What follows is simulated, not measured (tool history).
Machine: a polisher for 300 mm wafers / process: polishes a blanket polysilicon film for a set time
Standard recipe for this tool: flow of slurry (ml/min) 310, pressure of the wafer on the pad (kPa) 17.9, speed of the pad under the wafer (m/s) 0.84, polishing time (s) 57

run	hour	flow of slurry (ml/min)	pressure of the wafer on the pad (kPa)	speed of the pad under the wafer (m/s)	polishing time (s)	incoming thickness of the incoming film, nm	film removed (Å)
1	0.0	310	17.9	0.84	51	1107.8	3388
2	10.2	310	17.9	0.84	57	1101.4	3792
3	20.0	310	17.9	0.84	57	1117.2	3756
# hour 70.1: worn pad replaced by a new one
4	70.6	310	17.9	0.84	57	1102.8	3768
# hour 84.3: head pressure recalibrated
5	88.3	310	17.9	0.84	57	1110.8	3624
6	101.0	310	17.9	0.84	57	1100.9	3632
7	107.7	310	17.9	0.84	57	1102.3	3630
8	119.3	310	17.9	0.96	57	1097.4	4188
9	134.4	310	17.9	0.96	57	1096.0	4109
# hour 153.8: slurry nozzle cleaned
10	155.5	310	17.9	0.96	57	1092.1	4136
11	164.4	310	17.9	0.84	57	1121.6	3669
12	178.9	310	17.9	0.84	57	1096.1	3629
# hour 194.6: worn pad replaced by a new one
13	195.1	310	17.9	1.02	57	1089.3	4395
# hour 199.3: head pressure recalibrated, repeated, since the last time left the tool worse
14	204.7	310	17.9	1.02	57	1090.6	4736
15	213.7	235	17.9	1.04	57	1090.5	4734
16	227.6	365	13.1	0.56	47	1113.7	1574
17	241.3	310	17.9	0.84	57	1103.0	3900
18	252.4	310	17.9	0.84	57	1098.0	3858
19	261.4	365	14.5	0.84	57	1103.8	3202
20	268.3	310	13.1	0.68	57	1107.6	2294
21	277.0	205	17.9	1.08	43	1114.5	3646
22	288.9	310	24.1	0.84	57	1112.3	5217
23	301.3	365	17.9	1.00	69	1089.9	5642
24	308.6	310	17.9	0.84	57	1117.9	3928
25	322.1	310	15.9	0.74	50	1093.9	2647
# hour 332.3: worn pad replaced by a new one
26	335.0	310	17.9	0.84	57	1082.4	3898
27	350.0	310	21.4	1.06	57	1088.2	5827
28	367.0	390	13.1	1.10	37	1091.0	2433
29	376.0	310	17.9	0.84	74	1082.0	5005
30	387.9	310	17.9	0.56	57	1096.5	2549
31	395.7	310	13.1	0.68	57	1098.8	2274
32	404.6	310	13.1	0.84	40	1112.9	1980
33	415.9	310	17.9	0.66	57	1104.2	2991
34	433.7	310	17.9	0.84	57	1117.4	3864
35	443.0	270	20.7	0.70	45	1113.3	2860
# hour 444.8: slurry nozzle cleaned
36	458.4	270	22.8	0.84	57	1102.3	4783

For each run, what was the tool's unlogged condition?
removal rate lost through wear of the pad, %: 0 at every run
slurry flow missing at the pad, %: 0 at every run
H1: deviation of the head's pressure from its setpoint, %
run	H1
1	-2.02
2	-2.2
3	-2.38
4	-3.41
5	-7
6	-7.01
7	-7.01
8	-7.04
9	-7.08
10	-7.16
11	-7.21
12	-7.29
13	-7.4
14	-0.0478
15	-0.0537
16	-0.0734
17	-0.105
18	-0.141
19	-0.175
20	-0.205
21	-0.248
22	-0.314
23	-0.393
24	-0.444
25	-0.548
26	-0.659
27	-0.802
28	-0.982
29	-1.09
30	-1.23
31	-1.33
32	-1.45
33	-1.61
34	-1.87
35	-2.02
36	-2.28
